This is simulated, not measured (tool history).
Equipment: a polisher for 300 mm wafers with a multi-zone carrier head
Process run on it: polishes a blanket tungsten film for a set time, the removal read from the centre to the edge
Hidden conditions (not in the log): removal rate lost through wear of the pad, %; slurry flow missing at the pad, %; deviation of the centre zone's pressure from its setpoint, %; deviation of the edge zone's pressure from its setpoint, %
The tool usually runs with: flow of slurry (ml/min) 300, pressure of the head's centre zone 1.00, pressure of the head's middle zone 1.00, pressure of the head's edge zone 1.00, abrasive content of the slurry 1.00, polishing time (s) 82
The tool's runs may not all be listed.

run,day,flow of slurry (ml/min),pressure of the head's centre zone,pressure of the head's middle zone,pressure of the head's edge zone,abrasive content of the slurry,polishing time (s),wafers since the last listed run,wafers polished on this pad,hours since the slurry nozzle was cleaned,hours since the centre zone pressure was calibrated,hours since the edge zone pressure was calibrated,hours since the carrier head's membrane was replaced,"incoming thickness of the incoming film, nm",film removed at the wafer's centre (Å),film removed at mid-radius (Å),film removed at the wafer's edge (Å)
1,0.000,300,1.00,1.00,1.00,1.00,82,0,1314,329.7,344.5,617.6,1129.6,939.9,3364,3280,3285
2,1.179,300,1.00,1.00,1.00,1.00,82,214,1528,358.0,372.8,645.9,1157.9,925.0,3419,3213,3310
3,4.071,300,1.00,1.00,1.00,1.00,82,526,2054,427.4,442.2,715.3,1227.3,933.3,3364,3261,3270
# day 7.133: edge zone pressure recalibrated
# day 8.283: carrier head's membrane replaced by a new one
# day 9.596: worn pad replaced by a new one
4,11.108,300,1.00,1.00,1.00,1.00,82,1196,275,596.3,611.1,95.4,67.8,934.7,3539,3347,3272
5,13.808,300,1.00,1.00,1.00,1.00,82,491,766,661.1,675.9,160.2,132.6,952.1,3489,3339,3235
6,15.733,300,1.00,1.00,1.00,1.00,82,350,1116,707.3,722.1,206.4,178.8,947.5,3595,3272,3291
7,18.554,250,1.00,1.00,1.00,1.00,82,513,1629,775.0,789.8,274.1,246.5,945.3,3452,3227,3274
# day 20.475: centre zone pressure recalibrated
8,21.325,300,0.89,1.00,1.00,1.00,82,488,2118,841.5,20.4,340.6,313.0,921.2,2965,3337,3334
9,22.692,300,1.00,1.00,0.92,1.00,82,248,2367,874.3,53.2,373.4,345.8,929.7,3228,3226,3156
# day 22.908: slurry nozzle cleaned
10,25.433,300,1.00,0.93,1.00,1.00,61,491,2858,60.6,119.0,439.2,411.6,931.1,2399,2290,2480
# day 26.592: worn pad replaced by a new one
11,27.892,300,1.00,1.00,1.00,1.00,82,416,236,119.6,178.0,498.2,470.6,943.5,3171,3290,3319
12,30.379,300,1.00,1.06,1.00,1.15,100,452,689,179.3,237.7,557.9,530.3,958.8,4094,4227,4167

Predict the results of run 13:
13,31.450,300,1.00,1.00,1.00,1.20,56,194,884,205.0,263.4,583.6,556.0,934.9,?,?,?

film removed at the wafer's centre (Å): 2263
film removed at mid-radius (Å): 2313
film removed at the wafer's edge (Å): 2338
On a tool with no hidden condition, and with the same random variation, this run would have come out at film removed at the wafer's centre (Å) 2276, film removed at mid-radius (Å) 2313, film removed at the wafer's edge (Å) 2338.

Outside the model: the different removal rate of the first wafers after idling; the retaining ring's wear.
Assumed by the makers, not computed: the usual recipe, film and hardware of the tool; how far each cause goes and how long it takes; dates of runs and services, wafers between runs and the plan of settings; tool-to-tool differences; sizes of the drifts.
